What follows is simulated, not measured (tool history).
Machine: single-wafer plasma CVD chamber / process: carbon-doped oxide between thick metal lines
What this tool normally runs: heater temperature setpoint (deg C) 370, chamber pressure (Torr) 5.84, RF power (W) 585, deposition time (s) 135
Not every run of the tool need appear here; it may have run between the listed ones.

run    hour  heater temperature setpoint (deg C)  chamber pressure (Torr)  RF power (W)  deposition time (s)  read-back reference wafer on the same gauge, thickness_nm  mean film thickness on the monitor wafer (angstrom)
  1     0.0                                  370                     5.84           545                  135                                                    787.610                                              7198.20
  2    92.2                                  370                     5.84           545                  135                                                    786.673                                              7195.57
  3   170.2                                  370                     5.84           545                  135                                                    786.971                                              7211.17
  4   215.0                                  370                     5.16           585                  135                                                    786.576                                              7597.96
  5   284.2                                  370                     5.84           500                  152                                                    786.381                                              7350.43
  6   407.7                                  370                     5.84           500                  152                                                    786.895                                              7335.47
  7   476.8                                  380                     5.84           585                  135                                                    786.795                                              7593.29
      500.9  -- showerhead replaced
  8   584.2                                  380                     5.84           585                  135                                                    786.696                                              7577.12
  9   673.2                                  370                     5.84           585                  121                                                    787.143                                              6908.67
 10   716.4                                  370                     5.84           585                  121                                                    786.595                                              6910.93
 11   753.6                                  370                     5.84           585                  135                                                    787.269                                              7704.36
 12   804.9                                  370                     5.84           585                  116                                                    787.565                                              6626.52
 13   870.5                                  370                     5.30           585                  135                                                    787.489                                              7625.37
 14   923.3                                  370                     5.84           585                  151                                                    787.497                                              8611.72
 15   995.2                                  370                     6.51           540                  135                                                    786.508                                              7194.53
 16  1060.1                                  355                     5.84           490                  135                                                    786.938                                              6504.71
 17  1157.4                                  357                     4.42           585                  135                                                    786.977                                              7536.91
     1205.1  -- capacitance manometer re-zeroed and calibrated
 18  1213.7                                  377                     5.84           585                  155                                                    787.180                                              8601.00
     1251.6  -- RF generator calibrated
 19  1279.3                                  370                     5.84           585                  135                                                    786.911                                              7582.49
 20  1324.1                                  380                     5.84           585                  150                                                    786.906                                              8271.49
     1335.0  -- thermocouple changed; heater temperature recalibrated
 21  1401.7                                  358                     5.84           585                  135                                                    787.857                                              7882.03
     1470.6  -- gauge calibrated
 22  1497.9                                  370                     7.07           585                  135                                                    787.328                                              7828.14
 23  1570.4                                  370                     5.84           585                  135                                                    786.308                                              7709.70
 24  1658.4                                  370                     5.84           585                  135                                                    787.359                                              7674.81
 25  1731.5                                  356                     4.56           585                  112                                                    786.801                                              6319.81
 26  1788.9                                  370                     6.88           585                  142                                                    786.289                                              8222.55
 27  1881.7                                  370                     5.84           585                  157                                                    787.362                                              8926.04
 28  1977.2                                  370                     5.84           585                  135                                                    786.782                                              7698.94
 29  2043.0                                  355                     5.84           470                  135                                                    787.820                                              6162.64

Predict each of these 3 candidate next runs independently; none follows another, all start after run 29:
  A  2043.4                                  370                     5.84           585                  135                                                          ?                                                    ?
  B  2043.4                                  370                     7.10           585                  135                                                          ?                                                    ?
  C  2043.4                                  370                     5.33           585                  135                                                          ?                                                    ?

run  read-back reference wafer on the same gauge, thickness_nm  mean film thickness on the monitor wafer (angstrom)
  A                                                    787.348                                              7667.88
  B                                                    787.348                                              7806.87
  C                                                    787.348                                              7578.42
With the hidden condition removed and each run's random variation left untouched, the same runs would have given:
run  mean film thickness on the monitor wafer (angstrom)
  A                                              7640.61
  B                                              7797.47
  C                                              7540.34
